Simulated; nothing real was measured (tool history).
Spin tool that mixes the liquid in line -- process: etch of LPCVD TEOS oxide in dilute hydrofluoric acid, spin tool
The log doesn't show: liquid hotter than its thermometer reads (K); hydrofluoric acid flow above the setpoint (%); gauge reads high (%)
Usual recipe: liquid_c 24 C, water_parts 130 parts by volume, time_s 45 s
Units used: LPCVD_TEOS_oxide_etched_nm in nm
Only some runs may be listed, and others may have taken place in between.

run	hour	liquid_c	water_parts	time_s	wafers since the last listed run	hours since the thermometer was replaced	hours since the hydrofluoric acid flow meter was replaced	hours since the gauge calibration	read-back film thickness of the LPCVD TEOS oxide reference wafer, read on the same gauge (nm)	LPCVD_TEOS_oxide_etched_nm
1	0	24	130	45	0	1997.9	1714.3	58.6	129.98	7.95
2	7.1	24	130	45	105	2005	1721.4	65.7	130.02	7.91
3	16.6	24	130	45	140	2014.5	1730.9	75.2	130.04	7.91
4	24.6	24	130	45	118	2022.5	1738.9	83.2	130.01	7.93
5	31.7	24	85	45	105	2029.6	1746	90.3	130.02	12.73
6	39.9	24	85	45	121	2037.8	1754.2	98.5	129.96	12.79
7	47.9	24	130	45	118	2045.8	1762.2	106.5	130	7.91
# hour 52.1: hydrofluoric acid flow meter replaced
8	54.1	24	130	45	77	2052	2	112.7	130.05	6.98
9	60.3	28	130	45	91	2058.2	8.2	118.9	130.01	8.14
10	66.9	22.5	175	35	97	2064.8	14.8	125.5	130	3.64
11	73.9	24	130	45	103	2071.8	21.8	132.5	129.94	6.98
# hour 86.5: thermometer replaced
12	87	28	165	35	179	0.5	34.9	145.6	129.97	4.78
13	100.2	26	80	30	195	13.7	48.1	158.8	130	8.7
14	109.1	24	130	45	131	22.6	57	167.7	129.96	7.01
# hour 116.7: gauge calibrated
15	126.6	24	130	45	259	40.1	74.5	9.9	129.96	6.99
16	139.6	20	180	25	192	53.1	87.5	22.9	130.04	2.29
17	157.5	24	110	20	265	71	105.4	40.8	129.98	3.77

Difference, measured minus no-hidden-state, one row per run. Run-to-run variation is common to both terms; the gauge's own scatter need not be:
run	LPCVD_TEOS_oxide_etched_nm
1	+0.94
2	+0.94
3	+0.94
4	+0.95
5	+1.48
6	+1.49
7	+0.96
8	+0
9	+0.01
10	+0.01
11	+0.02
12	+0.01
13	+0.04
14	+0.03
15	+0.04
16	+0.02
17	+0.03
